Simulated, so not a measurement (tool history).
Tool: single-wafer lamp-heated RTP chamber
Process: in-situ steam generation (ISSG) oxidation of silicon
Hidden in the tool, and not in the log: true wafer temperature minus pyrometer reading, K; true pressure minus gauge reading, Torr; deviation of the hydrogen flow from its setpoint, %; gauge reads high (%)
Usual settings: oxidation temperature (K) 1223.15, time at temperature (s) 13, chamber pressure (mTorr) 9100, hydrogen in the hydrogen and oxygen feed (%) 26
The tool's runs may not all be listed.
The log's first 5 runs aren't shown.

run   hour  oxidation temperature (K)  time at temperature (s)  chamber pressure (mTorr)  hydrogen in the hydrogen and oxygen feed (%)  wafers since the last listed run  wafers since the last pyrometer calibration  hours since the pressure gauge was zeroed  hours since the hydrogen flow controller was replaced  hours since the gauge calibration  read-back reference wafer on the same gauge, thickness  oxide thickness on the monitor wafer (Å)
  6  130.8                    1223.15                       13                      9100                                            26                               302                                         1079                                     3195.4                                                 2966.4                                124                                                   3.763                                      41.5
  7    159                    1223.15                       13                      9100                                            26                               399                                         1479                                     3223.6                                                 2994.6                              152.2                                                   3.765                                     41.38
  8  174.1                    1223.15                       13                      9100                                            26                               214                                         1693                                     3238.7                                                 3009.7                              167.3                                                   3.754                                     41.29
  9  196.4                    1223.15                       13                     10200                                            26                               316                                         2010                                       3261                                                   3032                              189.6                                                   3.756                                     40.35
 10  213.6                    1236.15                       13                      7700                                            26                               243                                         2253                                     3278.2                                                 3049.2                              206.8                                                   3.761                                     43.32
 11  240.3                    1241.15                       11                      9100                                            29                               378                                         2632                                     3304.9                                                 3075.9                              233.5                                                    3.76                                     42.31
 12  272.7                    1223.15                       10                      9500                                            32                               459                                         3091                                     3337.3                                                 3108.3                              265.9                                                   3.759                                      39.1
     312.6  -- pressure gauge zeroed
 13    324                    1239.15                       13                      9100                                            21                               613                                         3705                                       11.4                                                 3159.6                              317.2                                                    3.77                                     41.16
       337  -- hydrogen flow controller replaced
 14  343.1                    1223.15                       13                      9100                                            26                               157                                         3863                                       30.5                                                    6.1                              336.3                                                   3.765                                     41.29
 15  375.7                    1223.15                       13                      9100                                            17                               462                                         4325                                       63.1                                                   38.7                              368.9                                                   3.762                                     37.56
 16  433.7                    1223.15                       18                      9100                                            26                               822                                         5147                                      121.1                                                   96.7                              426.9                                                   3.761                                     46.95
 17  451.5                    1223.15                        8                      9100                                            31                               252                                         5400                                      138.9                                                  114.5                              444.7                                                   3.759                                     36.91
 18  472.1                    1205.15                       13                      9100                                            18                               292                                         5692                                      159.5                                                  135.1                              465.3                                                   3.757                                     36.25
 19  484.7                    1223.15                       13                     10200                                            31                               178                                         5871                                      172.1                                                  147.7                              477.9                                                   3.771                                     42.21
 20  497.8                    1223.15                       13                      8700                                            26                               185                                         6056                                      185.2                                                  160.8                                491                                                    3.76                                      41.6
     527.4  -- pyrometer window cleaned and pyrometer calibrated
 21    533                    1223.15                       10                      9100                                            26                               385                                           79                                      220.4                                                    196                              526.2                                                   3.765                                     37.49
 22  564.6                    1223.15                       13                      9100                                            26                               448                                          527                                        252                                                  227.6                              557.8                                                   3.764                                     41.45
 23  603.2                    1223.15                       15                      8400                                            26                               547                                         1075                                      290.6                                                  266.2                              596.4                                                    3.76                                     43.91
 24  625.8                    1223.15                       13                      8100                                            26                               320                                         1395                                      313.2                                                  288.8                                619                                                   3.759                                     41.92
 25  644.2                    1217.15                       11                      9100                                            26                               260                                         1656                                      331.6                                                  307.2                              637.4                                                   3.759                                     38.41
 26  658.6                    1217.15                       13                      9100                                            26                               204                                         1860                                        346                                                  321.6                              651.8                                                   3.766                                     40.35
 27    680                    1209.15                       11                     10200                                            23                               303                                         2164                                      367.4                                                    343                              673.2                                                   3.765                                     35.86
 28  695.6                    1223.15                       13                      8500                                            26                               221                                         2385                                        383                                                  358.6                              688.8                                                    3.76                                     41.56
 29    725                    1214.15                       15                      9800                                            32                               416                                         2802                                      412.4                                                    388                              718.2                                                   3.762                                     43.95
 30  747.1                    1223.15                       13                      8300                                            22                               313                                         3115                                      434.5                                                  410.1                              740.3                                                   3.764                                     39.81

Forecast each of these 5 alternatives for the next run:
  A  747.5                    1223.15                       13                      9100                                            26                                 5                                         3121                                      434.9                                                  410.5                              740.7                                                       ?                                         ?
  B  747.5                    1223.15                       13                      8600                                            26                                 5                                         3121                                      434.9                                                  410.5                              740.7                                                       ?                                         ?
  C  747.5                    1223.15                       13                      9100                                            31                                 5                                         3121                                      434.9                                                  410.5                              740.7                                                       ?                                         ?
  D  747.5                    1215.15                       13                     10200                                            26                                 5                                         3121                                      434.9                                                  410.5                              740.7                                                       ?                                         ?
  E  747.5                    1232.15                       17                     10000                                            20                                 5                                         3121                                      434.9                                                  410.5                              740.7                                                       ?                                         ?

run  read-back reference wafer on the same gauge, thickness  oxide thickness on the monitor wafer (Å)
  A                                                   3.756                                     41.77
  B                                                   3.756                                     42.06
  C                                                   3.756                                     43.67
  D                                                   3.756                                     40.03
  E                                                   3.756                                     44.01
Without the tool's hidden state the same runs would have given:
run  oxide thickness on the monitor wafer (Å)
  A                                     41.77
  B                                     42.06
  C                                     43.67
  D                                     40.03
  E                                     44.01

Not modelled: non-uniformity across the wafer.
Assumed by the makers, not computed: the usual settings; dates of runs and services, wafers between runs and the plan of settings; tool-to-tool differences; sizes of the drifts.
